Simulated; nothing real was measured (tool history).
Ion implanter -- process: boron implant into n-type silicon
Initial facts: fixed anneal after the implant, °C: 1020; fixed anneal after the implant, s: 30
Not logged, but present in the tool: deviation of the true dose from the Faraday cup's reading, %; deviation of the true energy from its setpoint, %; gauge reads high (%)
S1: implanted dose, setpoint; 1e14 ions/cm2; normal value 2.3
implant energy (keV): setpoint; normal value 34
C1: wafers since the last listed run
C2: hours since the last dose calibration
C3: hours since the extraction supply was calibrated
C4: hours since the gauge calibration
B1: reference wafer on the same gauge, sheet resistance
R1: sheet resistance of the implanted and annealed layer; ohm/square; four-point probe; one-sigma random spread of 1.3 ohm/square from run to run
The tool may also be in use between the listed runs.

run 1 hour=0 | S1=2.3 implant_energy_(keV)=34 | C1=0 C2=152.9 C3=5501.2 C4=857.5 | B1=344.33 | R1=320.74
run 2 hour=31.1 | S1=2.3 implant_energy_(keV)=34 | C1=406 C2=184 C3=5532.3 C4=888.6 | B1=343.84 | R1=318.84
run 3 hour=90.8 | S1=2.3 implant_energy_(keV)=34 | C1=780 C2=243.7 C3=5592 C4=948.3 | B1=342.79 | R1=320.17
-- hour=99.5 gauge calibrated
run 4 hour=122.1 | S1=2.3 implant_energy_(keV)=25 | C1=409 C2=275 C3=5623.3 C4=22.6 | B1=357.12 | R1=344.11
run 5 hour=155.1 | S1=2.3 implant_energy_(keV)=34 | C1=431 C2=308 C3=5656.3 C4=55.6 | B1=356.61 | R1=329.7
run 6 hour=208.7 | S1=2.3 implant_energy_(keV)=34 | C1=700 C2=361.6 C3=5709.9 C4=109.2 | B1=355.86 | R1=331.07
run 7 hour=241.1 | S1=2.3 implant_energy_(keV)=34 | C1=423 C2=394 C3=5742.3 C4=141.6 | B1=356.1 | R1=328.14
run 8 hour=272.7 | S1=2.67 implant_energy_(keV)=34 | C1=413 C2=425.6 C3=5773.9 C4=173.2 | B1=355.33 | R1=291.69
run 9 hour=336.9 | S1=2.14 implant_energy_(keV)=34 | C1=839 C2=489.8 C3=5838.1 C4=237.4 | B1=354.11 | R1=348.23
run 10 hour=393 | S1=2.14 implant_energy_(keV)=34 | C1=733 C2=545.9 C3=5894.2 C4=293.5 | B1=353.18 | R1=347.25
run 11 hour=440.8 | S1=2.14 implant_energy_(keV)=34 | C1=624 C2=593.7 C3=5942 C4=341.3 | B1=352.99 | R1=346.89
run 12 hour=509.2 | S1=2.3 implant_energy_(keV)=34 | C1=894 C2=662.1 C3=6010.4 C4=409.7 | B1=350.97 | R1=329.2
run 13 hour=567.9 | S1=2.3 implant_energy_(keV)=34 | C1=767 C2=720.8 C3=6069.1 C4=468.4 | B1=351.22 | R1=325.43
run 14 hour=594.9 | S1=2.3 implant_energy_(keV)=34 | C1=352 C2=747.8 C3=6096.1 C4=495.4 | B1=350.48 | R1=323.19
run 15 hour=644.1 | S1=2.3 implant_energy_(keV)=34 | C1=643 C2=797 C3=6145.3 C4=544.6 | B1=349.82 | R1=325.92
run 16 hour=685.1 | S1=1.92 implant_energy_(keV)=40.5 | C1=535 C2=838 C3=6186.3 C4=585.6 | B1=348.93 | R1=364.52
run 17 hour=730.9 | S1=2.3 implant_energy_(keV)=34 | C1=598 C2=883.8 C3=6232.1 C4=631.4 | B1=348.26 | R1=325.07
run 18 hour=775.5 | S1=2.3 implant_energy_(keV)=34 | C1=582 C2=928.4 C3=6276.7 C4=676 | B1=347.3 | R1=323.03
run 19 hour=862.6 | S1=1.61 implant_energy_(keV)=44 | C1=1138 C2=1015.5 C3=6363.8 C4=763.1 | B1=346.66 | R1=407.14
run 20 hour=888 | S1=1.69 implant_energy_(keV)=34 | C1=332 C2=1040.9 C3=6389.2 C4=788.5 | B1=346.47 | R1=406
run 21 hour=919.7 | S1=2.3 implant_energy_(keV)=34 | C1=414 C2=1072.6 C3=6420.9 C4=820.2 | B1=345.97 | R1=323.29
-- hour=937.4 gauge calibrated
run 22 hour=957.2 | S1=2.3 implant_energy_(keV)=34 | C1=490 C2=1110.1 C3=6458.4 C4=19.8 | B1=359.39 | R1=333.79
-- hour=993.8 extraction supply calibrated
run 23 hour=998.7 | S1=2.3 implant_energy_(keV)=38.5 | C1=437 C2=1151.6 C3=4.9 C4=61.3 | B1=358.92 | R1=326.73
run 24 hour=1062.5 | S1=2.65 implant_energy_(keV)=44 | C1=833 C2=1215.4 C3=68.7 C4=125.1 | B1=358.05 | R1=289.33
run 25 hour=1100.8 | S1=2.14 implant_energy_(keV)=34 | C1=500 C2=1253.7 C3=107 C4=163.4 | B1=358 | R1=349.94
run 26 hour=1143.3 | S1=2.3 implant_energy_(keV)=34 | C1=555 C2=1296.2 C3=149.5 C4=205.9 | B1=357.16 | R1=331.97
run 27 hour=1196.4 | S1=1.88 implant_energy_(keV)=30.5 | C1=694 C2=1349.3 C3=202.6 C4=259 | B1=356.29 | R1=391.66
-- hour=1232.4 Faraday cup replaced and dose calibrated
run 28 hour=1232.9 | S1=1.89 implant_energy_(keV)=46 | C1=372 C2=0.5 C3=239.1 C4=295.5 | B1=355.67 | R1=366.88
run 29 hour=1292.8 | S1=2.94 implant_energy_(keV)=39.5 | C1=782 C2=60.4 C3=299 C4=355.4 | B1=354.75 | R1=267.26
run 30 hour=1360.7 | S1=2.58 implant_energy_(keV)=26.5 | C1=887 C2=128.3 C3=366.9 C4=423.3 | B1=353.69 | R1=308.21
run 31 hour=1387.1 | S1=2.77 implant_energy_(keV)=31 | C1=345 C2=154.7 C3=393.3 C4=449.7 | B1=353 | R1=285.18
run 32 hour=1445.4 | S1=2.3 implant_energy_(keV)=28 | C1=762 C2=213 C3=451.6 C4=508 | B1=351.87 | R1=336.01
run 33 hour=1488.1 | S1=1.83 implant_energy_(keV)=34 | C1=558 C2=255.7 C3=494.3 C4=550.7 | B1=351.83 | R1=387.03
run 34 hour=1516.3 | S1=2.3 implant_energy_(keV)=34 | C1=368 C2=283.9 C3=522.5 C4=578.9 | B1=351.31 | R1=325.01
run 35 hour=1564.9 | S1=2.73 implant_energy_(keV)=34 | C1=635 C2=332.5 C3=571.1 C4=627.5 | B1=351.05 | R1=284.23

Branching from run 35: 5 alternative next runs. What would each branch give?
run A hour=1565.3 | S1=2.09 implant_energy_(keV)=34 | C1=5 C2=332.9 C3=571.5 C4=627.9 | B1=? | R1=?
run B hour=1565.3 | S1=1.68 implant_energy_(keV)=44 | C1=5 C2=332.9 C3=571.5 C4=627.9 | B1=? | R1=?
run C hour=1565.3 | S1=2.07 implant_energy_(keV)=38.5 | C1=5 C2=332.9 C3=571.5 C4=627.9 | B1=? | R1=?
run D hour=1565.3 | S1=1.87 implant_energy_(keV)=39.5 | C1=5 C2=332.9 C3=571.5 C4=627.9 | B1=? | R1=?
run E hour=1565.3 | S1=2.5 implant_energy_(keV)=22 | C1=5 C2=332.9 C3=571.5 C4=627.9 | B1=? | R1=?

run=A B1=350.89 R1=349.72
run=B B1=350.89 R1=397.5
run=C B1=350.89 R1=346.6
run=D B1=350.89 R1=373.03
run=E B1=350.89 R1=319.14
With the hidden condition removed and each run's random variation left untouched, the same runs would have given:
run=A R1=357.86
run=B R1=406.75
run=C R1=354.67
run=D R1=381.71
run=E R1=326.57

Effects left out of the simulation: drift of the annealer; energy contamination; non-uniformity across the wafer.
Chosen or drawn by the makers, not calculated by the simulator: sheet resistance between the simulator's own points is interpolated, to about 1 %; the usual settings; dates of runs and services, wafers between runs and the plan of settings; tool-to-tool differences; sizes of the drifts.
